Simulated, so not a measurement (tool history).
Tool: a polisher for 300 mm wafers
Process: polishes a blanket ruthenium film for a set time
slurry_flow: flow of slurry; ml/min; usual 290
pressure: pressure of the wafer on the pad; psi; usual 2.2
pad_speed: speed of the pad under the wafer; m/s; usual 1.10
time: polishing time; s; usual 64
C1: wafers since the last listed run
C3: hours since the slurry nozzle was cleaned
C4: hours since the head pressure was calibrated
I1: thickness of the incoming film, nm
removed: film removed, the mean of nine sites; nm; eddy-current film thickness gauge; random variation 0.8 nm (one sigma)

Run 1, hour 0.0: usual settings; C1 0; wafers polished on this pad 25; C3 205.8; C4 223.1; I1 246.7. Result: removed 71.1 nm.
Run 2, hour 21.3: usual settings; C1 121; wafers polished on this pad 147; C3 227.1; C4 244.4; I1 247.7. Result: removed 68.7 nm.
Run 3, hour 53.8: usual settings; C1 185; wafers polished on this pad 333; C3 259.6; C4 276.9; I1 252.9. Result: removed 70.0 nm.
Run 4, hour 74.9: usual settings; C1 120; wafers polished on this pad 454; C3 280.7; C4 298.0; I1 252.5. Result: removed 69.5 nm.
Run 5, hour 172.1: usual settings; C1 555; wafers polished on this pad 1009; C3 377.9; C4 395.2; I1 249.9. Result: removed 68.7 nm.
Run 6, hour 193.1: usual settings; C1 120; wafers polished on this pad 1129; C3 398.9; C4 416.2; I1 250.0. Result: removed 69.0 nm.
Run 7, hour 216.9: usual settings; C1 136; wafers polished on this pad 1265; C3 422.7; C4 440.0; I1 250.4. Result: removed 67.1 nm.
At hour 229.6: worn pad replaced by a new one.
Run 8, hour 242.0: usual settings but pad_speed 0.98 m/s; C1 120; wafers polished on this pad 70; C3 447.8; C4 465.1; I1 252.1. Result: removed 61.2 nm.
Run 9, hour 304.8: usual settings but slurry_flow 230 ml/min; C1 358; wafers polished on this pad 429; C3 510.6; C4 527.9; I1 249.4. Result: removed 64.0 nm.
At hour 337.7: slurry nozzle cleaned.
Run 10, hour 338.2: usual settings but slurry_flow 230 ml/min; C1 185; wafers polished on this pad 614; C3 0.5; C4 561.3; I1 247.3. Result: removed 68.0 nm.
Run 11, hour 368.7: usual settings but slurry_flow 230 ml/min; C1 174; wafers polished on this pad 789; C3 31.0; C4 591.8; I1 246.4. Result: removed 68.5 nm.
Run 12, hour 392.3: usual settings; C1 134; wafers polished on this pad 924; C3 54.6; C4 615.4; I1 253.5. Result: removed 68.8 nm.
Run 13, hour 409.9: usual settings; C1 100; wafers polished on this pad 1024; C3 72.2; C4 633.0; I1 247.1. Result: removed 70.6 nm.
Run 14, hour 427.5: usual settings; C1 100; wafers polished on this pad 1125; C3 89.8; C4 650.6; I1 250.3. Result: removed 70.7 nm.
At hour 441.2: head pressure recalibrated.
At hour 453.3: worn pad replaced by a new one.
Run 15, hour 461.8: usual settings; C1 161; wafers polished on this pad 48; C3 124.1; C4 20.6; I1 250.6. Result: removed 68.6 nm.
Run 16, hour 495.0: usual settings but slurry_flow 265 ml/min, pad_speed 1.32 m/s, time 82 s; C1 189; wafers polished on this pad 238; C3 157.3; C4 53.8; I1 251.1. Result: removed 107.2 nm.
Run 17, hour 531.6: usual settings but slurry_flow 360 ml/min, pressure 1.9 psi; C1 209; wafers polished on this pad 447; C3 193.9; C4 90.4; I1 249.7. Result: removed 64.5 nm.
Run 18, hour 552.5: usual settings; C1 119; wafers polished on this pad 567; C3 214.8; C4 111.3; I1 249.9. Result: removed 70.3 nm.
Run 19, hour 585.0: usual settings but slurry_flow 355 ml/min, pressure 1.6 psi, pad_speed 1.30 m/s, time 48 s; C1 185; wafers polished on this pad 753; C3 247.3; C4 143.8; I1 251.6. Result: removed 52.3 nm.
Run 20, hour 607.4: usual settings; C1 128; wafers polished on this pad 881; C3 269.7; C4 166.2; I1 250.8. Result: removed 68.3 nm.
Run 21, hour 642.4: usual settings but pressure 2.6 psi, time 45 s; C1 200; wafers polished on this pad 1081; C3 304.7; C4 201.2; I1 248.5. Result: removed 53.9 nm.
Run 22, hour 655.0: usual settings; C1 72; wafers polished on this pad 1153; C3 317.3; C4 213.8; I1 247.6. Result: removed 68.4 nm.
At hour 674.9: worn pad replaced by a new one.
Run 23, hour 683.8: usual settings but pad_speed 1.20 m/s; C1 141; wafers polished on this pad 50; C3 346.1; C4 242.6; I1 249.1. Result: removed 74.9 nm.
Run 24, hour 702.8: usual settings but slurry_flow 340 ml/min, pad_speed 1.48 m/s; C1 108; wafers polished on this pad 159; C3 365.1; C4 261.6; I1 250.5. Result: removed 92.3 nm.
Run 25, hour 738.1: usual settings but slurry_flow 235 ml/min, pressure 2.5 psi, pad_speed 1.22 m/s, time 83 s; C1 201; wafers polished on this pad 361; C3 400.4; C4 296.9; I1 245.4. Result: removed 103.0 nm.
Run 26, hour 763.5: usual settings but slurry_flow 255 ml/min, pressure 2.7 psi, pad_speed 0.92 m/s; C1 145; wafers polished on this pad 506; C3 425.8; C4 322.3; I1 253.5. Result: removed 64.8 nm.
Run 27, hour 780.4: usual settings but pad_speed 0.78 m/s; C1 96; wafers polished on this pad 602; C3 442.7; C4 339.2; I1 251.6. Result: removed 48.6 nm.
Run 28, hour 807.7: usual settings but slurry_flow 365 ml/min, pad_speed 1.48 m/s; C1 156; wafers polished on this pad 758; C3 470.0; C4 366.5; I1 250.1. Result: removed 92.5 nm.

Forecast each of these 5 alternatives for the next run:
Run A, hour 808.2: usual settings; C1 2; wafers polished on this pad 761; C3 470.5; C4 367.0; I1 248.8. Result: removed ?.
Run B, hour 808.2: usual settings but pad_speed 1.46 m/s, time 46 s; C1 2; wafers polished on this pad 761; C3 470.5; C4 367.0; I1 248.8. Result: removed ?.
Run C, hour 808.2: usual settings but pressure 2.8 psi; C1 2; wafers polished on this pad 761; C3 470.5; C4 367.0; I1 248.8. Result: removed ?.
Run D, hour 808.2: usual settings but slurry_flow 370 ml/min, pressure 1.7 psi, time 53 s; C1 2; wafers polished on this pad 761; C3 470.5; C4 367.0; I1 248.8. Result: removed ?.
Run E, hour 808.2: usual settings but slurry_flow 330 ml/min, pressure 2.6 psi, pad_speed 0.98 m/s, time 55 s; C1 2; wafers polished on this pad 761; C3 470.5; C4 367.0; I1 248.8. Result: removed ?.

run  removed
  A     67.7
  B     64.6
  C     78.8
  D     49.4
  E     58.1
Without the tool's hidden state the same runs would have given:
run  removed
  A     69.6
  B     66.4
  C     81.0
  D     50.6
  E     59.6

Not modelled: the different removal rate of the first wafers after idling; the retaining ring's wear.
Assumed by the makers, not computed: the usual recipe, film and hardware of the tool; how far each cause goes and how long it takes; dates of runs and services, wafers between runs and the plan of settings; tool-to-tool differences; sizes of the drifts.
